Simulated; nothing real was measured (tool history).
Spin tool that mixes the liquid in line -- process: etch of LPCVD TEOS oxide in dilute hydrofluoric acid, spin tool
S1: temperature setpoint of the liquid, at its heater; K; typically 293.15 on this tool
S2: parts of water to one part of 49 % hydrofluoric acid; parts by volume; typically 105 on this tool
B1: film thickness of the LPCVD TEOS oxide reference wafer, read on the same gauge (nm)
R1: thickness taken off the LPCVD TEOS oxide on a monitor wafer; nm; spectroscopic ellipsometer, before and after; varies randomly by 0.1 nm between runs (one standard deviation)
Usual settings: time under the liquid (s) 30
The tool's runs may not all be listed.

Run 1, hour 0.0: usual settings but S1 296.65 K; B1 120.00. Result: R1 13.61 nm.
Run 2, hour 18.4: usual settings but S1 296.65 K; B1 120.00. Result: R1 13.62 nm.
Run 3, hour 53.6: usual settings but S1 296.65 K; B1 120.04. Result: R1 13.65 nm.
Run 4, hour 81.2: usual settings; B1 120.03. Result: R1 11.70 nm.
Run 5, hour 98.8: usual settings; B1 120.03. Result: R1 11.82 nm.
Run 6, hour 129.5: usual settings but S1 294.65 K, time under the liquid (s) 45; B1 119.98. Result: R1 18.51 nm.
At hour 146.5: hydrofluoric acid flow meter replaced.
Run 7, hour 159.6: usual settings but S1 294.65 K, time under the liquid (s) 45; B1 119.95. Result: R1 17.18 nm.
At hour 169.6: gauge calibrated.
Run 8, hour 179.6: usual settings; B1 119.96. Result: R1 10.66 nm.
Run 9, hour 194.6: usual settings; B1 120.03. Result: R1 10.66 nm.
Run 10, hour 207.5: usual settings but S1 290.15 K, S2 140 parts by volume; B1 120.02. Result: R1 6.79 nm.
At hour 216.6: hydrofluoric acid flow meter replaced, repeated, since the last time left the tool worse.
Run 11, hour 231.4: usual settings but S2 120 parts by volume, time under the liquid (s) 20; B1 119.99. Result: R1 7.32 nm.
Run 12, hour 250.0: usual settings; B1 119.99. Result: R1 12.75 nm.
Run 13, hour 278.8: usual settings but S2 75 parts by volume, time under the liquid (s) 20; B1 119.97. Result: R1 12.39 nm.
At hour 302.0: thermometer replaced.
Run 14, hour 305.6: usual settings; B1 120.02. Result: R1 12.75 nm.
Run 15, hour 318.8: usual settings but S2 130 parts by volume, time under the liquid (s) 40; B1 120.05. Result: R1 13.31 nm.
Run 16, hour 343.0: usual settings but S1 297.15 K, S2 65 parts by volume, time under the liquid (s) 45; B1 119.96. Result: R1 37.83 nm.
Run 17, hour 363.0: usual settings but S1 295.15 K, time under the liquid (s) 15; B1 120.00. Result: R1 6.85 nm.
Run 18, hour 377.9: usual settings; B1 120.00. Result: R1 12.57 nm.
Run 19, hour 411.7: usual settings but S1 290.15 K, S2 80 parts by volume, time under the liquid (s) 20; B1 120.04. Result: R1 10.04 nm.

What was the tool's hidden state at every run in the log?
liquid colder than its thermometer reads (K): 0 in every run
gauge reads high (%): 0 in every run
H1: hydrofluoric acid flow below the setpoint (%)
run     H1
  1   6.98
  2   7.11
  3   7.35
  4   7.54
  5   7.66
  6   7.88
  7   15.2
  8   15.3
  9   15.4
 10   15.5
 11  0.872
 12      1
 13    1.2
 14   1.39
 15   1.48
 16   1.65
 17   1.79
 18   1.89
 19   2.13
